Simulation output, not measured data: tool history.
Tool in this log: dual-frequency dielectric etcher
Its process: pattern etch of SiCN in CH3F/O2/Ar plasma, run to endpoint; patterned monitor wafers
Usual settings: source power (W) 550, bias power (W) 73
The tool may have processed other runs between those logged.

| run | hour | source power (W) | bias power (W) | incoming incoming film thickness, nm | endpoint time (s) |
|---|---|---|---|---|---|
| 1 | 0.0 | 550 | 83 | 12.36 | 26.7 |
| 2 | 27.8 | 550 | 83 | 12.39 | 26.8 |
| 3 | 37.8 | 550 | 83 | 12.35 | 26.6 |
| 4 | 52.8 | 550 | 69 | 12.39 | 29.5 |
| 5 | 61.5 | 550 | 73 | 12.34 | 28.4 |
| 6 | 76.5 | 550 | 73 | 12.32 | 28.2 |
| 7 | 97.2 | 550 | 73 | 12.40 | 28.5 |
| 8 | 104.5 | 550 | 73 | 12.34 | 28.3 |
| 9 | 118.2 | 550 | 73 | 12.21 | 27.9 |
|  | 129.8 | bias power generator calibrated |
| 10 | 130.3 | 550 | 73 | 12.41 | 28.4 |
| 11 | 135.1 | 550 | 73 | 12.22 | 28.1 |
| 12 | 143.3 | 550 | 73 | 12.31 | 28.3 |
|  | 170.6 | upper electrode replaced |
| 13 | 171.1 | 550 | 73 | 12.30 | 28.1 |
| 14 | 171.5 | 500 | 73 | 12.26 | 29.6 |
| 15 | 179.7 | 650 | 78 | 12.44 | 25.0 |
| 16 | 196.0 | 650 | 78 | 12.24 | 24.6 |
| 17 | 206.8 | 470 | 68 | 12.41 | 32.1 |
| 18 | 222.1 | 550 | 73 | 12.37 | 28.1 |
| 19 | 233.3 | 450 | 63 | 12.45 | 34.7 |
| 20 | 248.1 | 450 | 68 | 12.33 | 32.7 |
| 21 | 260.4 | 640 | 87 | 12.21 | 23.0 |
| 22 | 273.9 | 550 | 73 | 12.23 | 27.5 |
| 23 | 280.0 | 550 | 73 | 12.25 | 27.5 |
|  | 311.5 | source power generator calibrated |
|  | 316.0 | wet clean of the chamber |
| 24 | 316.5 | 550 | 73 | 12.26 | 29.1 |
| 25 | 316.8 | 600 | 60 | 12.35 | 31.1 |
| 26 | 321.6 | 490 | 73 | 12.30 | 31.0 |
| 27 | 352.6 | 550 | 69 | 12.33 | 30.1 |
| 28 | 361.9 | 630 | 81 | 12.27 | 25.3 |
| 29 | 373.4 | 690 | 90 | 12.35 | 23.1 |

Run 30 has not been measured yet. What should we expect?
| 30 | 380.9 | 610 | 81 | 12.34 | ? |

endpoint time (s): 25.9
Had the tool carried no hidden state, the very same run would have given endpoint time (s) 26.0.
